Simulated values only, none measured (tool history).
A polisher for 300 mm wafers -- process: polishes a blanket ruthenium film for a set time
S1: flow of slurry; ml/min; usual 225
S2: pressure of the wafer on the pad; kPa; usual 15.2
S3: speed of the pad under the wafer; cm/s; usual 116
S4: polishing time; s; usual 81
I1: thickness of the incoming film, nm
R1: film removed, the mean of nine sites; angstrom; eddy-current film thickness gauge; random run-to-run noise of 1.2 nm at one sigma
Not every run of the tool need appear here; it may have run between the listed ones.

run,hour,S1,S2,S3,S4,I1,R1
1,0.0,225,15.2,116,81,574.4,878
2,15.5,225,15.2,116,81,575.7,834
3,29.2,225,15.2,146,59,579.0,762
4,39.7,225,15.2,146,59,575.3,778
5,55.7,225,15.2,146,59,590.0,774
# hour 62.8: worn pad replaced by a new one
6,65.4,225,17.9,116,81,590.0,1102
7,117.4,225,15.2,116,81,583.3,884
8,132.2,225,15.2,116,81,578.8,860
9,143.2,225,15.2,116,81,582.3,841
10,158.5,225,15.2,116,81,580.9,842
# hour 164.1: slurry nozzle cleaned
11,165.5,225,15.2,134,81,576.4,968
12,176.2,225,15.2,134,81,587.0,993
13,188.1,170,19.3,106,95,580.0,1110
14,196.0,280,20.0,100,101,591.8,1203
15,209.8,225,12.4,126,81,582.0,747
# hour 226.3: worn pad replaced by a new one
16,261.0,180,15.2,104,81,586.7,807
# hour 274.0: head pressure recalibrated
17,274.5,280,15.2,116,53,590.2,597
18,280.4,225,15.2,146,59,579.7,832

Forecast run 19:
19,287.5,190,15.2,144,56,585.0,?

{"run 19": {"R1": 755}}
Had the tool carried no hidden state, the very same run would have given R1 827 angstrom.
